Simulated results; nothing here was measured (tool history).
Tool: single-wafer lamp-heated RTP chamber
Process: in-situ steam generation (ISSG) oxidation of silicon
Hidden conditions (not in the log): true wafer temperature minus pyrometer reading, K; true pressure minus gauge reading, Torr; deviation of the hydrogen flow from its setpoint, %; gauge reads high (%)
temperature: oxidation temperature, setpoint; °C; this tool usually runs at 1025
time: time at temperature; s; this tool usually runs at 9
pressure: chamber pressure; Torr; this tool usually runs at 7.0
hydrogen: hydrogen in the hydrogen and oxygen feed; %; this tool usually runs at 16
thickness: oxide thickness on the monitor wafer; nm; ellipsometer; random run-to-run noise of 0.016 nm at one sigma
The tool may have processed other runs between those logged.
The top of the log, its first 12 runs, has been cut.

run	hour	temperature	time	pressure	hydrogen	wafers since the last listed run	wafers since the last pyrometer calibration	hours since the pressure gauge was zeroed	hours since the hydrogen flow controller was replaced	hours since the gauge calibration	read-back reference wafer on the same gauge, thickness	thickness
13	602.8	1025	9	7.0	14	362	1416	117.6	2350.3	82.3	4.146	4.083
14	631.0	1034	6	6.9	11	393	1810	145.8	2378.5	110.5	4.151	3.270
15	676.8	1025	9	8.0	16	639	2449	191.6	2424.3	156.3	4.154	4.286
16	731.1	1025	10	8.2	19	758	3207	245.9	2478.6	210.6	4.161	4.667
17	790.6	1032	6	7.6	25	830	4038	305.4	2538.1	270.1	4.148	4.159
18	857.1	1025	12	6.9	24	928	4966	371.9	2604.6	336.6	4.150	5.448
19	903.0	1032	12	7.0	16	640	5607	417.8	2650.5	382.5	4.153	5.114
# hour 934.2: hydrogen flow controller replaced
20	968.1	1025	9	6.9	19	797	6404	482.9	33.9	447.6	4.145	4.507
21	996.5	1010	8	7.0	11	396	6801	511.3	62.3	476.0	4.146	3.520
# hour 1049.5: pyrometer window cleaned and pyrometer calibrated
22	1055.3	1013	12	7.0	21	709	81	570.1	121.1	534.8	4.150	4.824
23	1086.5	1025	5	7.0	26	435	516	601.3	152.3	566.0	4.150	3.689
24	1123.9	1015	9	7.0	16	522	1038	638.7	189.7	603.4	4.153	4.019
25	1170.8	1025	9	7.4	16	654	1693	685.6	236.6	650.3	4.157	4.206
26	1225.0	1025	9	7.0	16	756	2450	739.8	290.8	704.5	4.139	4.224
27	1265.8	1043	9	7.0	22	569	3020	780.6	331.6	745.3	4.150	4.975
28	1296.3	1025	9	7.0	16	425	3445	811.1	362.1	775.8	4.147	4.258
29	1362.4	1025	9	7.0	11	922	4368	877.2	428.2	841.9	4.157	3.902
30	1427.7	1025	9	7.0	16	911	5280	942.5	493.5	907.2	4.157	4.256

5 ways to go on from here, each from the tool as it stands after run 30. What would each give?
A	1428.1	1025	9	7.0	16	5	5286	942.9	493.9	907.6	?	?
B	1428.1	1025	8	7.0	16	5	5286	942.9	493.9	907.6	?	?
C	1428.1	1025	9	6.9	23	5	5286	942.9	493.9	907.6	?	?
D	1428.1	1007	6	8.3	11	5	5286	942.9	493.9	907.6	?	?
E	1428.1	1025	9	7.0	19	5	5286	942.9	493.9	907.6	?	?

run	read-back reference wafer on the same gauge, thickness	thickness
A	4.143	4.246
B	4.143	4.019
C	4.143	4.675
D	4.143	3.048
E	4.143	4.440
Take away the tool's hidden state, keep each run's random variation, and the runs would have read:
run	thickness
A	4.095
B	3.882
C	4.510
D	2.968
E	4.283

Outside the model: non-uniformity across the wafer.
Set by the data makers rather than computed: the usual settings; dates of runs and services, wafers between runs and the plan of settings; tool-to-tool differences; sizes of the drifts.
